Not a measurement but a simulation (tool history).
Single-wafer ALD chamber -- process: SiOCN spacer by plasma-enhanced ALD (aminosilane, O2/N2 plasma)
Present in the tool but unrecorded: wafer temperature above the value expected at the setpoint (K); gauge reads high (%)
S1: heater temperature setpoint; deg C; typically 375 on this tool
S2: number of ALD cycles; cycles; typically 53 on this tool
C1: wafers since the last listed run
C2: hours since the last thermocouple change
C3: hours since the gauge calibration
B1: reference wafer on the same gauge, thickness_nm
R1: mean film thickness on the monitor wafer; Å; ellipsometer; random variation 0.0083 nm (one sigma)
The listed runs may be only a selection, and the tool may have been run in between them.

{"run": 1, "day": 0.0, "S1": 375, "S2": 53, "C1": 0, "C2": 1996.0, "C3": 82.3, "B1": 3.054, "R1": 33.27}
{"run": 2, "day": 2.946, "S1": 375, "S2": 53, "C1": 297, "C2": 2066.7, "C3": 153.0, "B1": 3.062, "R1": 33.54}
{"run": 3, "day": 5.496, "S1": 375, "S2": 53, "C1": 257, "C2": 2127.9, "C3": 214.2, "B1": 3.069, "R1": 33.49}
{"run": 4, "day": 7.171, "S1": 375, "S2": 53, "C1": 169, "C2": 2168.1, "C3": 254.4, "B1": 3.071, "R1": 33.4}
{"run": 5, "day": 9.725, "S1": 375, "S2": 53, "C1": 257, "C2": 2229.4, "C3": 315.7, "B1": 3.077, "R1": 33.67}
{"run": 6, "day": 10.938, "S1": 386, "S2": 49, "C1": 122, "C2": 2258.5, "C3": 344.8, "B1": 3.075, "R1": 31.06}
{"run": 7, "day": 12.092, "S1": 386, "S2": 49, "C1": 116, "C2": 2286.2, "C3": 372.5, "B1": 3.079, "R1": 31.15}
{"day": 13.633, "done": "gauge calibrated"}
{"run": 8, "day": 13.833, "S1": 366, "S2": 53, "C1": 175, "C2": 2328.0, "C3": 4.8, "B1": 3.037, "R1": 33.26}
{"run": 9, "day": 16.054, "S1": 384, "S2": 50, "C1": 224, "C2": 2381.3, "C3": 58.1, "B1": 3.058, "R1": 31.56}
{"day": 16.588, "done": "thermocouple changed; heater temperature recalibrated"}
{"run": 10, "day": 17.058, "S1": 384, "S2": 47, "C1": 67, "C2": 11.3, "C3": 82.2, "B1": 3.062, "R1": 29.74}
{"run": 11, "day": 18.162, "S1": 375, "S2": 44, "C1": 111, "C2": 37.8, "C3": 108.7, "B1": 3.065, "R1": 27.75}
{"run": 12, "day": 19.392, "S1": 375, "S2": 53, "C1": 124, "C2": 67.3, "C3": 138.2, "B1": 3.073, "R1": 33.68}
{"run": 13, "day": 20.517, "S1": 383, "S2": 57, "C1": 113, "C2": 94.3, "C3": 165.2, "B1": 3.079, "R1": 36.2}
{"run": 14, "day": 22.342, "S1": 375, "S2": 53, "C1": 184, "C2": 138.1, "C3": 209.0, "B1": 3.079, "R1": 33.69}

5 options for the next run, each taken on its own from the tool as it stands now. Forecast them:
{"run": "A", "day": 22.362, "S1": 389, "S2": 53, "C1": 2, "C2": 138.6, "C3": 209.5, "B1": "?", "R1": "?"}
{"run": "B", "day": 22.362, "S1": 389, "S2": 43, "C1": 2, "C2": 138.6, "C3": 209.5, "B1": "?", "R1": "?"}
{"run": "C", "day": 22.362, "S1": 385, "S2": 46, "C1": 2, "C2": 138.6, "C3": 209.5, "B1": "?", "R1": "?"}
{"run": "D", "day": 22.362, "S1": 361, "S2": 50, "C1": 2, "C2": 138.6, "C3": 209.5, "B1": "?", "R1": "?"}
{"run": "E", "day": 22.362, "S1": 386, "S2": 46, "C1": 2, "C2": 138.6, "C3": 209.5, "B1": "?", "R1": "?"}

run=A B1=3.081 R1=33.74
run=B B1=3.081 R1=27.37
run=C B1=3.081 R1=29.28
run=D B1=3.081 R1=31.83
run=E B1=3.081 R1=29.28
Without the tool's hidden state the same runs would have given:
run=A R1=33.18
run=B R1=26.92
run=C R1=28.80
run=D R1=31.30
run=E R1=28.80

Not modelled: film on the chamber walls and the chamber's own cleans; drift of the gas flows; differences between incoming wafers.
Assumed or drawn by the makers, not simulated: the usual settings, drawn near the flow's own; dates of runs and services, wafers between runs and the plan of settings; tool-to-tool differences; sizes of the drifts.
